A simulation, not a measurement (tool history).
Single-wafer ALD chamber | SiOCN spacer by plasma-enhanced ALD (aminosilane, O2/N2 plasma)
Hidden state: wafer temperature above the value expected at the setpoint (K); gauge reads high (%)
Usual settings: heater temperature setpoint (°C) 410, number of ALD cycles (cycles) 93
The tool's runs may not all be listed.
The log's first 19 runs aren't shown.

| run | hour | heater temperature setpoint (°C) | number of ALD cycles (cycles) | wafers since the last listed run | hours since the last thermocouple change | hours since the gauge calibration | read-back reference wafer on the same gauge, thickness_nm | mean film thickness on the monitor wafer (angstrom) |
|---|---|---|---|---|---|---|---|---|
| 20 | 230.4 | 410 | 93 | 49 | 15.6 | 455.0 | 4.518 | 54.36 |
| 21 | 238.5 | 410 | 93 | 26 | 23.7 | 463.1 | 4.510 | 54.47 |
|  | 251.8 | gauge calibrated |
| 22 | 252.6 | 410 | 93 | 46 | 37.8 | 0.8 | 4.576 | 55.06 |
| 23 | 262.3 | 419 | 93 | 32 | 47.5 | 10.5 | 4.577 | 53.18 |
| 24 | 271.2 | 418 | 108 | 29 | 56.4 | 19.4 | 4.571 | 62.24 |
| 25 | 289.1 | 422 | 103 | 59 | 74.3 | 37.3 | 4.572 | 58.33 |
| 26 | 297.7 | 410 | 93 | 28 | 82.9 | 45.9 | 4.569 | 55.01 |
| 27 | 311.4 | 410 | 93 | 45 | 96.6 | 59.6 | 4.566 | 55.25 |
| 28 | 328.4 | 403 | 100 | 56 | 113.6 | 76.6 | 4.561 | 60.25 |
| 29 | 346.5 | 410 | 102 | 59 | 131.7 | 94.7 | 4.558 | 60.53 |
| 30 | 358.4 | 410 | 93 | 39 | 143.6 | 106.6 | 4.559 | 55.03 |
| 31 | 372.3 | 410 | 93 | 45 | 157.5 | 120.5 | 4.557 | 54.74 |
| 32 | 387.1 | 398 | 82 | 48 | 172.3 | 135.3 | 4.561 | 49.96 |
| 33 | 395.9 | 410 | 93 | 29 | 181.1 | 144.1 | 4.556 | 54.76 |
| 34 | 403.6 | 410 | 93 | 25 | 188.8 | 151.8 | 4.553 | 54.64 |
| 35 | 411.5 | 402 | 87 | 26 | 196.7 | 159.7 | 4.552 | 52.54 |
| 36 | 419.5 | 403 | 103 | 26 | 204.7 | 167.7 | 4.548 | 61.98 |
| 37 | 426.5 | 400 | 83 | 23 | 211.7 | 174.7 | 4.552 | 50.40 |
| 38 | 441.9 | 410 | 81 | 50 | 227.1 | 190.1 | 4.547 | 47.77 |
| 39 | 451.8 | 420 | 76 | 32 | 237.0 | 200.0 | 4.550 | 43.26 |
| 40 | 469.5 | 410 | 80 | 58 | 254.7 | 217.7 | 4.543 | 47.18 |
| 41 | 517.6 | 410 | 93 | 158 | 302.8 | 265.8 | 4.541 | 54.80 |
| 42 | 534.7 | 399 | 75 | 56 | 319.9 | 282.9 | 4.539 | 45.48 |
| 43 | 551.4 | 421 | 110 | 55 | 336.6 | 299.6 | 4.533 | 61.99 |
| 44 | 564.1 | 405 | 108 | 41 | 349.3 | 312.3 | 4.532 | 64.49 |

Forecast each of these 4 alternatives for the next run:
| A | 564.7 | 410 | 106 | 1 | 349.9 | 312.9 | ? | ? |
| B | 564.7 | 405 | 93 | 1 | 349.9 | 312.9 | ? | ? |
| C | 564.7 | 405 | 79 | 1 | 349.9 | 312.9 | ? | ? |
| D | 564.7 | 423 | 76 | 1 | 349.9 | 312.9 | ? | ? |

| run | read-back reference wafer on the same gauge, thickness_nm | mean film thickness on the monitor wafer (angstrom) |
|---|---|---|
| A | 4.526 | 62.37 |
| B | 4.526 | 55.69 |
| C | 4.526 | 47.31 |
| D | 4.526 | 42.67 |
Without the tool's hidden state the same runs would have given:
| run | mean film thickness on the monitor wafer (angstrom) |
|---|---|
| A | 63.05 |
| B | 56.29 |
| C | 47.82 |
| D | 43.13 |
